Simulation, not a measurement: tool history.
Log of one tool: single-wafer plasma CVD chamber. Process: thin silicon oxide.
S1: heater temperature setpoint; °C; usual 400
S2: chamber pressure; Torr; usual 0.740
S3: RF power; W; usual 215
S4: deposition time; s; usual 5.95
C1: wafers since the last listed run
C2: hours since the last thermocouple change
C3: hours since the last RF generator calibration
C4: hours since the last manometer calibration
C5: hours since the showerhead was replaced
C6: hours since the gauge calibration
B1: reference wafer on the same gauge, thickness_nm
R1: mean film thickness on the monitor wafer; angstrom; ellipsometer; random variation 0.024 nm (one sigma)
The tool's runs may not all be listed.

run	hour	S1	S2	S3	S4	C1	C2	C3	C4	C5	C6	B1	R1
1	0.0	400	0.740	215	5.57	0	622.6	1422.6	640.6	4104.1	382.0	7.250	75.63
2	83.9	400	0.740	215	5.57	2192	706.5	1506.5	724.5	4188.0	465.9	7.243	75.19
3	139.4	400	0.815	215	5.95	1450	762.0	1562.0	780.0	4243.5	521.4	7.244	87.43
4	183.8	400	0.815	215	5.95	1160	806.4	1606.4	824.4	4287.9	565.8	7.250	87.51
5	245.2	400	0.740	215	5.95	1604	867.8	1667.8	885.8	4349.3	627.2	7.249	80.05
6	269.6	400	0.740	215	5.95	637	892.2	1692.2	910.2	4373.7	651.6	7.234	80.45
7	334.1	400	0.740	215	5.95	1685	956.7	1756.7	974.7	4438.2	716.1	7.247	80.26
8	365.8	400	0.740	215	5.42	828	988.4	1788.4	1006.4	4469.9	747.8	7.260	72.78
9	410.8	400	0.740	215	5.42	1175	1033.4	1833.4	1051.4	4514.9	792.8	7.253	72.52
# hour 438.5: capacitance manometer re-zeroed and calibrated
10	439.0	400	0.740	205	5.95	527	1061.6	1861.6	0.5	4543.1	821.0	7.243	78.10
# hour 488.0: RF generator calibrated
11	492.5	400	0.740	205	5.95	1188	1115.1	4.5	54.0	4596.6	874.5	7.249	77.95
12	547.7	400	0.740	205	5.95	1442	1170.3	59.7	109.2	4651.8	929.7	7.240	78.08
13	613.0	400	0.740	215	5.95	1706	1235.6	125.0	174.5	4717.1	995.0	7.244	81.05
14	683.6	400	0.872	215	5.95	1844	1306.2	195.6	245.1	4787.7	1065.6	7.264	93.60
# hour 718.6: gauge calibrated
15	744.9	400	0.605	215	5.95	1601	1367.5	256.9	306.4	4849.0	26.3	7.250	66.61
16	792.2	392	0.913	200	5.41	1236	1414.8	304.2	353.7	4896.3	73.6	7.249	82.72
17	833.9	410	0.740	215	5.95	1089	1456.5	345.9	395.4	4938.0	115.3	7.253	80.21
18	876.1	392	0.913	200	5.41	1102	1498.7	388.1	437.6	4980.2	157.5	7.251	82.86
19	946.5	400	0.619	195	5.48	1839	1569.1	458.5	508.0	5050.6	227.9	7.259	57.62
# hour 995.0: showerhead replaced
20	1004.3	400	0.740	225	5.95	1301	1626.9	516.3	565.8	9.3	285.7	7.262	83.18
# hour 1018.6: thermocouple changed; heater temperature recalibrated
21	1072.9	400	0.740	215	5.95	1583	54.3	584.9	634.4	77.9	354.3	7.253	80.58
22	1141.1	388	0.683	215	5.95	1782	122.5	653.1	702.6	146.1	422.5	7.238	75.17
23	1190.0	400	0.740	255	5.95	1277	171.4	702.0	751.5	195.0	471.4	7.256	90.92
24	1237.4	400	0.838	215	6.29	1238	218.8	749.4	798.9	242.4	518.8	7.242	94.37
25	1296.9	400	0.740	180	5.95	1554	278.3	808.9	858.4	301.9	578.3	7.253	67.61
26	1330.9	400	0.740	195	7.06	888	312.3	842.9	892.4	335.9	612.3	7.260	86.60
27	1390.4	400	0.598	180	5.95	1554	371.8	902.4	951.9	395.4	671.8	7.253	55.09
# hour 1405.9: capacitance manometer re-zeroed and calibrated
28	1438.5	390	0.840	245	6.36	1047	419.9	950.5	32.6	443.5	719.9	7.248	107.42

Hidden state at the last listed run before each entry between runs and at the first one after, where it differs:
Between runs 9 and 10: capacitance manometer re-zeroed and calibrated (hour 438.5)
  true pressure above the setpoint (%): -1.87 -> -0.113
  measured less the result without the state, R1: -1.30 -> -0.09 angstrom
Between runs 10 and 11: RF generator calibrated (hour 488.0)
  true pressure above the setpoint (%): -0.113 -> -0.119
  measured less the result without the state, R1: -0.09 -> -0.09 angstrom
Between runs 14 and 15: gauge calibrated (hour 718.6)
  true pressure above the setpoint (%): -0.24 -> -0.312
  measured less the result without the state, R1: -0.17 -> -0.21 angstrom
Between runs 19 and 20: showerhead replaced (hour 995.0)
  true pressure above the setpoint (%): -0.66 -> -0.792
  measured less the result without the state, R1: -0.38 -> -0.63 angstrom
Between runs 20 and 21: thermocouple changed; heater temperature recalibrated (hour 1018.6)
  true pressure above the setpoint (%): -0.792 -> -0.967
  measured less the result without the state, R1: -0.63 -> -0.74 angstrom
Between runs 27 and 28: capacitance manometer re-zeroed and calibrated (hour 1405.9)
  true pressure above the setpoint (%): -2.04 -> -0.0256
  measured less the result without the state, R1: -1.13 -> -0.02 angstrom
